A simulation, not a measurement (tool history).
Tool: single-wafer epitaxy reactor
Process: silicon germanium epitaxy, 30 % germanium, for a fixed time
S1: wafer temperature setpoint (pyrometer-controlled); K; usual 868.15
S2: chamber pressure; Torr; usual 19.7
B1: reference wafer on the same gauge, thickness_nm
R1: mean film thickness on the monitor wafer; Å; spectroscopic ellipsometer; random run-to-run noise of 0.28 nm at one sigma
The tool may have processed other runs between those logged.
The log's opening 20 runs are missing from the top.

run	hour	S1	S2	B1	R1
21	1531.5	874.15	22.4	61.231	672.09
22	1581.0	854.15	17.9	61.238	443.45
23	1621.9	868.15	23.0	61.288	611.63
24	1707.3	879.15	16.0	61.261	638.61
25	1770.2	868.15	19.7	61.295	580.24
26	1815.6	862.15	18.1	61.229	506.57
27	1912.2	861.15	19.7	61.311	513.55
28	1971.5	864.15	19.7	61.380	545.11
29	2068.8	868.15	19.7	61.334	580.56
30	2144.1	881.15	17.9	61.257	701.20
31	2249.7	879.15	18.0	61.306	672.85
32	2307.2	882.15	22.4	61.322	768.14
# hour 2334.7: capacitance manometer re-zeroed and calibrated
33	2376.3	864.15	22.0	61.268	545.98
34	2476.1	883.15	23.2	61.339	765.23
35	2519.8	855.15	18.2	61.275	441.95

Each row is a separate what-if for the run after 35, all from the same tool condition, not one after another. Results?
A	2520.2	873.15	19.7	?	?
B	2520.2	868.15	15.8	?	?
C	2520.2	868.15	21.4	?	?
D	2520.2	877.15	15.9	?	?

run	B1	R1
A	61.303	613.54
B	61.303	519.74
C	61.303	582.70
D	61.303	604.50
With no hidden state in the tool, these same runs would have given:
run	R1
A	610.57
B	517.23
C	579.88
D	601.57

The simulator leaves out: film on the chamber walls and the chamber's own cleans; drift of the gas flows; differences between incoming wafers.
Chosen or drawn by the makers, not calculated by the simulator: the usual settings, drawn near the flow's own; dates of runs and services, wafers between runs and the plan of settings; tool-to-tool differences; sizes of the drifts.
